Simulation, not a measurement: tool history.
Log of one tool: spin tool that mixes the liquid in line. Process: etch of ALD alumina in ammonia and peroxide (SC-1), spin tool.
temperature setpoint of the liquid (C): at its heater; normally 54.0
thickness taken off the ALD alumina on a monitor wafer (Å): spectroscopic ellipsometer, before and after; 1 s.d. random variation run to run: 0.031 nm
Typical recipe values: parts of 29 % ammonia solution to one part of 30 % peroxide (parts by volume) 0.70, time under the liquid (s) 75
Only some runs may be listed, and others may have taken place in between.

run,hour,temperature setpoint of the liquid (C),parts of 29 % ammonia solution to one part of 30 % peroxide (parts by volume),time under the liquid (s),"read-back film thickness of the ALD alumina reference wafer, read on the same gauge (nm)",thickness taken off the ALD alumina on a monitor wafer (Å)
1,0.0,54.0,0.70,75,49.95,64.5
# hour 2.2: gauge calibrated
2,39.2,54.0,0.70,75,49.96,64.8
3,82.9,54.0,0.70,75,50.01,64.7
4,118.4,54.0,0.70,75,50.01,64.0
5,143.9,54.0,0.70,75,49.96,64.3
6,173.3,54.0,0.70,75,50.04,65.0
7,227.2,54.0,0.70,75,49.95,64.1
8,288.2,54.0,0.70,75,49.97,65.4
9,333.7,54.0,0.70,75,50.01,65.0
# hour 363.3: thermometer replaced
10,377.4,44.5,0.70,75,49.97,42.2
# hour 378.6: new drum of ammonia solution connected
11,425.3,54.0,0.70,75,49.98,70.2
# hour 537.8: thermometer replaced, repeated, since the last time left the tool worse
12,570.9,58.5,0.70,105,50.02,107.2
# hour 574.0: ammonia flow meter replaced
# hour 599.1: gauge calibrated
13,620.5,44.5,0.80,75,50.04,36.6
# hour 626.0: heated supply line repaired
14,690.6,63.0,0.70,75,50.05,98.3
15,748.5,45.5,0.70,100,50.01,51.5
16,806.4,54.0,0.45,75,49.99,59.2
17,843.3,48.5,0.70,75,50.01,45.7

5 ways to go on from here, each from the tool as it stands after run 17. What would each give?
A,843.7,54.0,0.55,75,?,?
B,843.7,63.5,0.45,90,?,?
C,843.7,60.5,0.90,75,?,?
D,843.7,54.0,0.35,75,?,?
E,843.7,54.0,0.40,75,?,?

run,"read-back film thickness of the ALD alumina reference wafer, read on the same gauge (nm)",thickness taken off the ALD alumina on a monitor wafer (Å)
A,50.04,60.6
B,50.04,116.4
C,50.04,89.1
D,50.04,58.0
E,50.04,58.8
With the hidden condition removed and each run's random variation left untouched, the same runs would have given:
run,thickness taken off the ALD alumina on a monitor wafer (Å)
A,58.8
B,113.2
C,86.5
D,56.3
E,57.0
